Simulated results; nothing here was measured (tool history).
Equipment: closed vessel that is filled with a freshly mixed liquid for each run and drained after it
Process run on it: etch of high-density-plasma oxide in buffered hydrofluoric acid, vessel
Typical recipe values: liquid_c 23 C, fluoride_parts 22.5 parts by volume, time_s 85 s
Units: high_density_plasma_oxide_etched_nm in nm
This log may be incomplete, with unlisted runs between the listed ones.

run   hour  liquid_c  fluoride_parts  time_s  read-back film thickness of the high-density-plasma oxide reference wafer, read on the same gauge (nm)  high_density_plasma_oxide_etched_nm
  1      0        23            22.5     110                                                                                                   50.02                                52.46
  2   99.2        23            22.5      85                                                                                                   49.98                                40.26
  3  142.8        23            22.5      85                                                                                                      50                                40.07
  4    159        23            22.5      85                                                                                                   49.98                                40.09
  5  184.9        23              19      85                                                                                                      50                                44.55
  6    213      25.5            22.5      85                                                                                                   49.99                                45.67
  7    242      25.5            22.5      85                                                                                                   50.03                                45.23
  8  275.6        23            22.5      85                                                                                                   49.98                                39.65
  9  296.1        23            22.5      85                                                                                                   49.98                                39.66
     312.9  -- thermometer replaced
 10  323.5        23            22.5      85                                                                                                   49.98                                41.29
 11  344.1        23            22.5      85                                                                                                   49.98                                41.41
 12  366.1        23            27.5      85                                                                                                   50.06                                35.88
 13  401.1        23            22.5      85                                                                                                   49.99                                41.02
     408.9  -- hydrofluoric acid flow meter replaced
 14  425.8        23            22.5      85                                                                                                      50                                42.55
 15  461.4        25              26      55                                                                                                      50                                27.93
 16  481.4        23            15.5     125                                                                                                   49.97                                87.25

For run 17, what comes out?
 17  512.1        25              30      70                                                                                                       ?                                    ?

Run 17 came out at read-back film thickness of the high-density-plasma oxide reference wafer, read on the same gauge (nm) 49.98, high_density_plasma_oxide_etched_nm 31.9 nm.
Minus the tool's unlogged condition, the same run would have read high_density_plasma_oxide_etched_nm 32.56 nm.

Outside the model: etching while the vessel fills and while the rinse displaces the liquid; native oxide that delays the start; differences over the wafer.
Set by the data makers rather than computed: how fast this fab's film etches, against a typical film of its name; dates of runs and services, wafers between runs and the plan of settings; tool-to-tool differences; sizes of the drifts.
